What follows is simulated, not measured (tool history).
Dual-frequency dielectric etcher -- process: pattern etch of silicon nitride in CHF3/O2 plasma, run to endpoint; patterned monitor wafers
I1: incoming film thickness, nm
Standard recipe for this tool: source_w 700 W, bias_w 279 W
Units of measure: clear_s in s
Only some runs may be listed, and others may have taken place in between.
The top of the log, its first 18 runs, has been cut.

Run 19, day 19.058: usual settings but source_w 660 W; I1 110.2. Result: clear_s 66.0 s.
Run 20, day 19.988: usual settings but source_w 810 W, bias_w 246 W; I1 109.1. Result: clear_s 67.3 s.
Run 21, day 20.712: usual settings but source_w 750 W; I1 110.2. Result: clear_s 64.8 s.
Run 22, day 22.004: usual settings but source_w 820 W; I1 110.5. Result: clear_s 64.3 s.
Run 23, day 22.929: usual settings; I1 110.0. Result: clear_s 66.1 s.
Run 24, day 24.188: usual settings but bias_w 229 W; I1 109.6. Result: clear_s 72.8 s.
Run 25, day 25.192: usual settings; I1 110.2. Result: clear_s 66.7 s.
Run 26, day 26.662: usual settings; I1 109.1. Result: clear_s 66.0 s.
Run 27, day 27.925: usual settings but bias_w 343 W; I1 110.0. Result: clear_s 60.3 s.
Run 28, day 28.438: usual settings but source_w 770 W; I1 110.1. Result: clear_s 65.8 s.
Run 29, day 29.775: usual settings but bias_w 217 W; I1 110.2. Result: clear_s 75.7 s.
Run 30, day 30.762: usual settings but source_w 580 W, bias_w 306 W; I1 110.1. Result: clear_s 65.9 s.
Run 31, day 31.779: usual settings but source_w 820 W, bias_w 217 W; I1 108.9. Result: clear_s 72.8 s.
Run 32, day 32.367: usual settings but bias_w 343 W; I1 109.5. Result: clear_s 60.2 s.
Run 33, day 33.238: usual settings; I1 109.7. Result: clear_s 67.8 s.
Run 34, day 33.988: usual settings but source_w 820 W, bias_w 218 W; I1 109.8. Result: clear_s 73.9 s.
Run 35, day 34.492: usual settings; I1 108.4. Result: clear_s 66.7 s.

Below are 4 alternative next runs, each starting from the tool's condition after run 35. Predict each:
Run A, day 34.508: usual settings but source_w 540 W; I1 109.5. Result: clear_s ?.
Run B, day 34.508: usual settings but source_w 630 W, bias_w 247 W; I1 109.5. Result: clear_s ?.
Run C, day 34.508: usual settings but source_w 830 W; I1 109.5. Result: clear_s ?.
Run D, day 34.508: usual settings but source_w 550 W, bias_w 345 W; I1 109.5. Result: clear_s ?.

run  clear_s
  A     70.5
  B     72.9
  C     64.8
  D     63.3
The same runs, with their run-to-run variation unchanged, on a tool lacking any hidden condition would have given:
run  clear_s
  A     67.6
  B     69.9
  C     62.1
  D     60.7
